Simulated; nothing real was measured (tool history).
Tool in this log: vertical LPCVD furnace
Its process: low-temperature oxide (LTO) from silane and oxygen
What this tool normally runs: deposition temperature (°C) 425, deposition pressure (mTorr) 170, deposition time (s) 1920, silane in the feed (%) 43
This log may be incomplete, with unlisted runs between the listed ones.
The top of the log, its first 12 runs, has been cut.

| run | hour | deposition temperature (°C) | deposition pressure (mTorr) | deposition time (s) | silane in the feed (%) | wafers since the last listed run | hours since the last temperature calibration | hours since the pressure gauge was zeroed | hours since the silane flow controller was replaced | hours since the gauge calibration | read-back reference wafer on the same gauge, thickness | film thickness on the monitor wafer in the middle of the boat (angstrom) |
|---|---|---|---|---|---|---|---|---|---|---|---|---|
|  | 629.5 | pressure gauge zeroed |
| 13 | 630.0 | 435 | 205 | 2130 | 50 | 591 | 775.9 | 0.5 | 3469.4 | 298.0 | 320.13 | 5690.2 |
| 14 | 675.8 | 433 | 205 | 2280 | 48 | 825 | 821.7 | 46.3 | 3515.2 | 343.8 | 320.26 | 5811.7 |
| 15 | 727.2 | 433 | 155 | 1320 | 50 | 926 | 873.1 | 97.7 | 3566.6 | 395.2 | 319.84 | 2650.1 |
| 16 | 781.0 | 417 | 195 | 1920 | 43 | 970 | 926.9 | 151.5 | 3620.4 | 449.0 | 320.02 | 3620.5 |
| 17 | 828.3 | 425 | 170 | 1920 | 43 | 852 | 974.2 | 198.8 | 3667.7 | 496.3 | 320.17 | 3439.4 |
| 18 | 896.9 | 418 | 170 | 2250 | 35 | 1236 | 1042.8 | 267.4 | 3736.3 | 564.9 | 320.04 | 2965.9 |
|  | 953.7 | silane flow controller replaced |
| 19 | 954.2 | 425 | 170 | 1920 | 43 | 600 | 1100.1 | 324.7 | 0.5 | 622.2 | 319.76 | 3429.3 |
| 20 | 989.3 | 425 | 170 | 2580 | 43 | 632 | 1135.2 | 359.8 | 35.6 | 657.3 | 320.19 | 4639.7 |
| 21 | 1045.4 | 425 | 170 | 1920 | 43 | 1011 | 1191.3 | 415.9 | 91.7 | 713.4 | 319.93 | 3454.4 |
| 22 | 1094.6 | 414 | 170 | 1920 | 50 | 887 | 1240.5 | 465.1 | 140.9 | 762.6 | 319.90 | 3546.6 |
|  | 1143.6 | pressure gauge zeroed, repeated, since the last time left the tool worse |
| 23 | 1165.2 | 425 | 170 | 2190 | 39 | 840 | 1311.1 | 21.6 | 211.5 | 833.2 | 319.85 | 3328.2 |
| 24 | 1232.3 | 430 | 210 | 2520 | 43 | 1209 | 1378.2 | 88.7 | 278.6 | 900.3 | 320.09 | 5528.8 |
| 25 | 1288.1 | 415 | 170 | 1920 | 48 | 1006 | 1434.0 | 144.5 | 334.4 | 956.1 | 320.03 | 3259.6 |
|  | 1331.7 | thermocouples replaced and temperature profile calibrated |
| 26 | 1332.2 | 425 | 170 | 1920 | 43 | 362 | 0.5 | 188.6 | 378.5 | 1000.2 | 319.97 | 3252.1 |
| 27 | 1355.2 | 425 | 170 | 1920 | 43 | 414 | 23.5 | 211.6 | 401.5 | 1023.2 | 320.29 | 3253.7 |
| 28 | 1383.7 | 425 | 185 | 1920 | 43 | 513 | 52.0 | 240.1 | 430.0 | 1051.7 | 319.99 | 3537.6 |
| 29 | 1416.1 | 434 | 135 | 1920 | 46 | 584 | 84.4 | 272.5 | 462.4 | 1084.1 | 320.00 | 2995.9 |
| 30 | 1469.7 | 417 | 195 | 1320 | 43 | 966 | 138.0 | 326.1 | 516.0 | 1137.7 | 320.22 | 2368.2 |
| 31 | 1514.2 | 425 | 170 | 1320 | 43 | 802 | 182.5 | 370.6 | 560.5 | 1182.2 | 319.85 | 2242.1 |

Each row is a separate what-if for the run after 31, all from the same tool condition, not one after another. Results?
| A | 1518.3 | 425 | 150 | 1920 | 43 | 73 | 186.6 | 374.7 | 564.6 | 1186.3 | ? | ? |
| B | 1518.3 | 430 | 170 | 1920 | 43 | 73 | 186.6 | 374.7 | 564.6 | 1186.3 | ? | ? |
| C | 1518.3 | 417 | 190 | 1920 | 43 | 73 | 186.6 | 374.7 | 564.6 | 1186.3 | ? | ? |
| D | 1518.3 | 425 | 200 | 1920 | 43 | 73 | 186.6 | 374.7 | 564.6 | 1186.3 | ? | ? |

| run | read-back reference wafer on the same gauge, thickness | film thickness on the monitor wafer in the middle of the boat (angstrom) |
|---|---|---|
| A | 319.88 | 2882.0 |
| B | 319.88 | 3426.1 |
| C | 319.88 | 3368.3 |
| D | 319.88 | 3837.7 |
The same runs, with their run-to-run variation unchanged, on a tool lacking any hidden condition would have given:
| run | film thickness on the monitor wafer in the middle of the boat (angstrom) |
|---|---|
| A | 2867.0 |
| B | 3410.3 |
| C | 3354.4 |
| D | 3822.6 |
